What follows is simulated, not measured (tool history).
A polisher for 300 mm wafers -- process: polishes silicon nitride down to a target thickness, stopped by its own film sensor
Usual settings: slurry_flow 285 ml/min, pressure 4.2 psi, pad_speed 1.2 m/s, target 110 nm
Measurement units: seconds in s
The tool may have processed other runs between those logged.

run,day,slurry_flow,pressure,pad_speed,target,wafers since the last listed run,wafers polished on this pad,hours since the slurry nozzle was cleaned,hours since the head pressure was calibrated,"incoming thickness of the incoming film, nm",seconds
1,0,285,4.2,1.2,110,0,59,632.5,679.7,224.9,47.7
2,1.05,285,4.2,1.2,110,221,281,657.7,704.9,220.8,47.1
3,1.938,285,4.2,1.2,110,187,468,679,726.2,217.7,47
4,3.008,285,4.2,1.2,110,225,693,704.7,751.9,220.9,48.6
5,3.571,285,4.2,1.42,110,118,812,718.2,765.4,219.6,44.1
6,4.704,285,4.2,1.42,110,238,1051,745.4,792.6,216,42.9
# day 5.462: worn pad replaced by a new one
7,6.117,285,4.2,1.42,110,262,137,779.3,826.5,217.5,41.2
8,6.725,285,4.2,1.2,110,128,266,793.9,841.1,220.5,47.9
9,8.075,285,4.2,1.2,110,284,550,826.3,873.5,217.7,47.9
# day 8.583: head pressure recalibrated
10,9.346,245,4.2,1.2,110,250,800,856.8,18.3,216.1,44.5
# day 9.704: slurry nozzle cleaned
11,11.396,285,4.2,1.2,136,423,1224,40.6,67.5,220.4,35.4
# day 11.583: worn pad replaced by a new one
12,12.629,325,5.2,1.08,110,224,220,70.2,97.1,221,39.2
13,13.512,285,4.2,1.2,110,186,406,91.4,118.3,222.1,46.7
14,14.067,285,5.3,1.2,89,116,523,104.7,131.6,217.1,43.8
15,15.512,350,3.1,1.4,85,304,828,139.4,166.3,222.6,68
16,16.912,285,4.2,1.2,110,295,1123,173,199.9,221.1,47.7
# day 17.638: worn pad replaced by a new one
17,17.658,285,4.2,1.32,77,122,4,190.9,217.8,217.7,52.3
18,18.508,190,3.1,0.94,129,179,183,211.3,238.2,221.4,58
19,19.2,285,4.2,1.2,110,145,329,227.9,254.8,219.2,45.4

Below are 4 alternative next runs, each starting from the tool's condition after run 19. Predict each:
A,19.217,285,4.2,1.2,110,3,332,228.3,255.2,217,?
B,19.217,285,3,0.9,110,3,332,228.3,255.2,217,?
C,19.217,385,4.8,1.02,148,3,332,228.3,255.2,217,?
D,19.217,285,4.2,1.1,88,3,332,228.3,255.2,217,?

run,seconds
A,44.9
B,71.3
C,27.8
D,57.1
The same runs, with their run-to-run variation unchanged, on a tool lacking any hidden condition would have given:
run,seconds
A,40.9
B,65
C,25.3
D,52

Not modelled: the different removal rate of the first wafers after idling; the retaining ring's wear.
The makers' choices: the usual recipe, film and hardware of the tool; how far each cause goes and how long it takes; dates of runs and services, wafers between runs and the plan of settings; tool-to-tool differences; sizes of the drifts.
